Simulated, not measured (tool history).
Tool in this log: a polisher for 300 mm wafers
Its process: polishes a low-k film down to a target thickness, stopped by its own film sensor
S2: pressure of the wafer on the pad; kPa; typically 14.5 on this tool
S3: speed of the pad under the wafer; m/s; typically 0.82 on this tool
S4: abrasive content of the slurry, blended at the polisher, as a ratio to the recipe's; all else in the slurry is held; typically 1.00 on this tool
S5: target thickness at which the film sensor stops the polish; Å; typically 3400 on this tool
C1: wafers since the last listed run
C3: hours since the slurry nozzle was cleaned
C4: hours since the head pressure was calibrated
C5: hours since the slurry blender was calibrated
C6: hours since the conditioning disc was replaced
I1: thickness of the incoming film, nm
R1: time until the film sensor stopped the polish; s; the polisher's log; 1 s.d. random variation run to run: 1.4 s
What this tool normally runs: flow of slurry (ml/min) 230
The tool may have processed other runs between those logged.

run 1 hour=0.0 | flow_of_slurry_(ml/min)=230 S2=14.5 S3=0.82 S4=1.00 S5=3400 | C1=0 wafers_polished_on_this_pad=2416 C3=398.1 C4=315.3 C5=429.5 C6=247.6 | I1=389.9 | R1=141.0
-- hour=13.8 slurry blender recalibrated
run 2 hour=58.2 | flow_of_slurry_(ml/min)=230 S2=14.5 S3=0.82 S4=1.00 S5=3400 | C1=486 wafers_polished_on_this_pad=2903 C3=456.3 C4=373.5 C5=44.4 C6=305.8 | I1=386.8 | R1=130.5
-- hour=96.8 head pressure recalibrated
run 3 hour=101.4 | flow_of_slurry_(ml/min)=230 S2=14.5 S3=0.82 S4=1.00 S5=3400 | C1=356 wafers_polished_on_this_pad=3260 C3=499.5 C4=4.6 C5=87.6 C6=349.0 | I1=390.7 | R1=152.7
-- hour=182.3 slurry nozzle cleaned
run 4 hour=200.9 | flow_of_slurry_(ml/min)=230 S2=14.5 S3=0.82 S4=1.00 S5=3400 | C1=853 wafers_polished_on_this_pad=4114 C3=18.6 C4=104.1 C5=187.1 C6=448.5 | I1=392.5 | R1=149.9
-- hour=239.0 worn pad replaced by a new one
-- hour=279.1 conditioning disc replaced and pad reconditioned
run 5 hour=287.2 | flow_of_slurry_(ml/min)=230 S2=14.5 S3=0.82 S4=1.00 S5=3400 | C1=695 wafers_polished_on_this_pad=400 C3=104.9 C4=190.4 C5=273.4 C6=8.1 | I1=381.9 | R1=119.2
run 6 hour=440.5 | flow_of_slurry_(ml/min)=230 S2=14.5 S3=0.82 S4=1.00 S5=3400 | C1=1328 wafers_polished_on_this_pad=1728 C3=258.2 C4=343.7 C5=426.7 C6=161.4 | I1=396.3 | R1=160.1
-- hour=486.1 slurry blender recalibrated
run 7 hour=514.7 | flow_of_slurry_(ml/min)=185 S2=14.5 S3=0.82 S4=1.00 S5=3400 | C1=625 wafers_polished_on_this_pad=2353 C3=332.4 C4=417.9 C5=28.6 C6=235.6 | I1=386.2 | R1=132.8
-- hour=559.0 head pressure recalibrated
run 8 hour=621.0 | flow_of_slurry_(ml/min)=230 S2=15.2 S3=0.82 S4=1.00 S5=3400 | C1=903 wafers_polished_on_this_pad=3257 C3=438.7 C4=62.0 C5=134.9 C6=341.9 | I1=388.7 | R1=137.8
-- hour=707.6 worn pad replaced by a new one
-- hour=749.1 slurry nozzle cleaned
-- hour=834.3 conditioning disc replaced and pad reconditioned
run 9 hour=881.9 | flow_of_slurry_(ml/min)=230 S2=14.5 S3=0.82 S4=1.00 S5=3400 | C1=2199 wafers_polished_on_this_pad=1483 C3=132.8 C4=322.9 C5=395.8 C6=47.6 | I1=389.4 | R1=140.1
run 10 hour=949.4 | flow_of_slurry_(ml/min)=230 S2=14.5 S3=0.82 S4=1.00 S5=3400 | C1=584 wafers_polished_on_this_pad=2068 C3=200.3 C4=390.4 C5=463.3 C6=115.1 | I1=386.7 | R1=133.6
-- hour=954.4 slurry blender recalibrated
run 11 hour=1010.4 | flow_of_slurry_(ml/min)=255 S2=14.5 S3=0.82 S4=1.00 S5=3250 | C1=511 wafers_polished_on_this_pad=2579 C3=261.3 C4=451.4 C5=56.0 C6=176.1 | I1=391.7 | R1=188.3
-- hour=1031.4 head pressure recalibrated
run 12 hour=1059.0 | flow_of_slurry_(ml/min)=200 S2=13.1 S3=0.82 S4=0.75 S5=3560 | C1=403 wafers_polished_on_this_pad=2983 C3=309.9 C4=27.6 C5=104.6 C6=224.7 | I1=390.5 | R1=125.2
run 13 hour=1115.0 | flow_of_slurry_(ml/min)=230 S2=17.2 S3=0.82 S4=1.00 S5=3400 | C1=485 wafers_polished_on_this_pad=3468 C3=365.9 C4=83.6 C5=160.6 C6=280.7 | I1=392.3 | R1=130.3

Expected results for the next run?
run 14 hour=1209.7 | flow_of_slurry_(ml/min)=280 S2=14.5 S3=0.58 S4=0.75 S5=3400 | C1=820 wafers_polished_on_this_pad=4289 C3=460.6 C4=178.3 C5=255.3 C6=375.4 | I1=389.3 | R1=?

Run 14 measured R1 190.7 s.
Had the tool carried no hidden state, the very same run would have given R1 198.1 s.

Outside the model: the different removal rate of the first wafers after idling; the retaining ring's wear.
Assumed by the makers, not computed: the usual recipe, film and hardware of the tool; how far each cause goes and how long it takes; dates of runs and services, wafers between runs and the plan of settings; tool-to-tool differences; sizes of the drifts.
